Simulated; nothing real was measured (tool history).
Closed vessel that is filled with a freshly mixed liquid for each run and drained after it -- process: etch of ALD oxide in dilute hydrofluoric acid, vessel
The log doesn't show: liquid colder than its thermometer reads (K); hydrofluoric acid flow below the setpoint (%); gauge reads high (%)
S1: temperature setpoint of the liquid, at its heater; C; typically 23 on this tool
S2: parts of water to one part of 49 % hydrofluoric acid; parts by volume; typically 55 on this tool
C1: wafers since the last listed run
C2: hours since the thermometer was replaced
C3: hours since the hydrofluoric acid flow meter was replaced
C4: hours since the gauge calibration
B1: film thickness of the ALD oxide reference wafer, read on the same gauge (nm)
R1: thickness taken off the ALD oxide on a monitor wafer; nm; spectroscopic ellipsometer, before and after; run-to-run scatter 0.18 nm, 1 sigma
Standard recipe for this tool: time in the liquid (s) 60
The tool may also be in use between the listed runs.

run 1 day=0 | S1=23 S2=55 time_in_the_liquid_(s)=60 | C1=0 C2=1341 C3=1726.6 C4=485.9 | B1=100.03 | R1=21.41
run 2 day=0.642 | S1=23 S2=55 time_in_the_liquid_(s)=60 | C1=1290 C2=1356.4 C3=1742 C4=501.3 | B1=100.04 | R1=21.36
run 3 day=0.967 | S1=23 S2=55 time_in_the_liquid_(s)=60 | C1=653 C2=1364.2 C3=1749.8 C4=509.1 | B1=100 | R1=21.45
run 4 day=2.012 | S1=23 S2=55 time_in_the_liquid_(s)=40 | C1=2104 C2=1389.3 C3=1774.9 C4=534.2 | B1=99.97 | R1=14.28
run 5 day=2.746 | S1=23 S2=55 time_in_the_liquid_(s)=40 | C1=1475 C2=1406.9 C3=1792.5 C4=551.8 | B1=100.01 | R1=14.22
-- day=3.254 thermometer replaced
run 6 day=3.496 | S1=23 S2=55 time_in_the_liquid_(s)=40 | C1=1425 C2=5.8 C3=1810.5 C4=569.8 | B1=99.99 | R1=15.71
run 7 day=4.246 | S1=23 S2=55 time_in_the_liquid_(s)=60 | C1=1508 C2=23.8 C3=1828.5 C4=587.8 | B1=100.04 | R1=23.97
run 8 day=4.879 | S1=20.5 S2=55 time_in_the_liquid_(s)=60 | C1=1274 C2=39 C3=1843.7 C4=603 | B1=100.02 | R1=21.54
run 9 day=5.162 | S1=20.5 S2=55 time_in_the_liquid_(s)=60 | C1=570 C2=45.8 C3=1850.5 C4=609.8 | B1=100 | R1=21.42
run 10 day=5.642 | S1=23 S2=55 time_in_the_liquid_(s)=60 | C1=964 C2=57.3 C3=1862 C4=621.3 | B1=100 | R1=23.44
-- day=5.858 hydrofluoric acid flow meter replaced
run 11 day=6.296 | S1=23 S2=55 time_in_the_liquid_(s)=60 | C1=1232 C2=73 C3=10.5 C4=637 | B1=99.99 | R1=23.89
run 12 day=6.683 | S1=23 S2=55 time_in_the_liquid_(s)=60 | C1=779 C2=82.3 C3=19.8 C4=646.3 | B1=99.99 | R1=23.9
run 13 day=7.292 | S1=23 S2=55 time_in_the_liquid_(s)=60 | C1=1223 C2=96.9 C3=34.4 C4=660.9 | B1=100.04 | R1=23.58
-- day=7.746 gauge calibrated
run 14 day=7.996 | S1=23 S2=30 time_in_the_liquid_(s)=35 | C1=1416 C2=113.8 C3=51.3 C4=6 | B1=100.01 | R1=25.73
run 15 day=8.588 | S1=28 S2=45 time_in_the_liquid_(s)=85 | C1=1190 C2=128 C3=65.5 C4=20.2 | B1=100.01 | R1=50.54
run 16 day=8.988 | S1=18.5 S2=45 time_in_the_liquid_(s)=60 | C1=804 C2=137.6 C3=75.1 C4=29.8 | B1=99.97 | R1=24.04
run 17 day=9.462 | S1=27 S2=70 time_in_the_liquid_(s)=60 | C1=955 C2=149 C3=86.5 C4=41.2 | B1=99.98 | R1=20.97
run 18 day=9.871 | S1=27 S2=80 time_in_the_liquid_(s)=60 | C1=821 C2=158.8 C3=96.3 C4=51 | B1=100.01 | R1=18.4
run 19 day=10.267 | S1=20.5 S2=25 time_in_the_liquid_(s)=70 | C1=796 C2=168.3 C3=105.8 C4=60.5 | B1=99.99 | R1=56.16
run 20 day=10.992 | S1=23 S2=55 time_in_the_liquid_(s)=60 | C1=1458 C2=185.7 C3=123.2 C4=77.9 | B1=100 | R1=23.43
run 21 day=11.412 | S1=26 S2=70 time_in_the_liquid_(s)=40 | C1=846 C2=195.8 C3=133.3 C4=88 | B1=99.99 | R1=13.5
run 22 day=12.004 | S1=23 S2=55 time_in_the_liquid_(s)=35 | C1=1190 C2=210 C3=147.5 C4=102.2 | B1=99.99 | R1=13.73
run 23 day=14.192 | S1=20.5 S2=55 time_in_the_liquid_(s)=60 | C1=4401 C2=262.5 C3=200 C4=154.7 | B1=100.03 | R1=20.9
run 24 day=14.458 | S1=23 S2=30 time_in_the_liquid_(s)=50 | C1=536 C2=268.9 C3=206.4 C4=161.1 | B1=100.03 | R1=37.12
run 25 day=14.725 | S1=25.5 S2=55 time_in_the_liquid_(s)=50 | C1=536 C2=275.3 C3=212.8 C4=167.5 | B1=100 | R1=21.45
run 26 day=14.988 | S1=23 S2=55 time_in_the_liquid_(s)=60 | C1=528 C2=281.6 C3=219.1 C4=173.8 | B1=100.01 | R1=22.93
run 27 day=15.404 | S1=23 S2=40 time_in_the_liquid_(s)=60 | C1=838 C2=291.6 C3=229.1 C4=183.8 | B1=99.96 | R1=32.67
run 28 day=15.942 | S1=27.5 S2=75 time_in_the_liquid_(s)=75 | C1=1081 C2=304.5 C3=242 C4=196.7 | B1=100.01 | R1=24.82
run 29 day=16.279 | S1=20.5 S2=55 time_in_the_liquid_(s)=60 | C1=679 C2=312.6 C3=250.1 C4=204.8 | B1=100.04 | R1=20.71
run 30 day=16.967 | S1=23 S2=55 time_in_the_liquid_(s)=60 | C1=1383 C2=329.1 C3=266.6 C4=221.3 | B1=99.98 | R1=23.14
run 31 day=17.529 | S1=21 S2=30 time_in_the_liquid_(s)=45 | C1=1131 C2=342.6 C3=280.1 C4=234.8 | B1=99.99 | R1=30.19
run 32 day=17.904 | S1=20.5 S2=75 time_in_the_liquid_(s)=80 | C1=754 C2=351.6 C3=289.1 C4=243.8 | B1=99.99 | R1=19.89
run 33 day=18.492 | S1=28 S2=35 time_in_the_liquid_(s)=90 | C1=1181 C2=365.7 C3=303.2 C4=257.9 | B1=100 | R1=69.53
run 34 day=19.142 | S1=23 S2=30 time_in_the_liquid_(s)=35 | C1=1307 C2=381.3 C3=318.8 C4=273.5 | B1=100 | R1=25.35
run 35 day=19.729 | S1=20.5 S2=55 time_in_the_liquid_(s)=45 | C1=1181 C2=395.4 C3=332.9 C4=287.6 | B1=99.98 | R1=15.67

Per-run results on a tool with no hidden state, each run keeping its own random variation:
run=1 R1=23.76
run=2 R1=23.73
run=3 R1=23.84
run=4 R1=15.9
run=5 R1=15.85
run=6 R1=15.76
run=7 R1=24.08
run=8 R1=21.67
run=9 R1=21.55
run=10 R1=23.6
run=11 R1=24.09
run=12 R1=24.11
run=13 R1=23.81
run=14 R1=26.01
run=15 R1=51.13
run=16 R1=24.35
run=17 R1=21.24
run=18 R1=18.65
run=19 R1=57.02
run=20 R1=23.81
run=21 R1=13.72
run=22 R1=13.97
run=23 R1=21.35
run=24 R1=37.95
run=25 R1=21.92
run=26 R1=23.45
run=27 R1=33.44
run=28 R1=25.39
run=29 R1=21.23
run=30 R1=23.74
run=31 R1=31.03
run=32 R1=20.44
run=33 R1=71.48
run=34 R1=26.11
run=35 R1=16.16
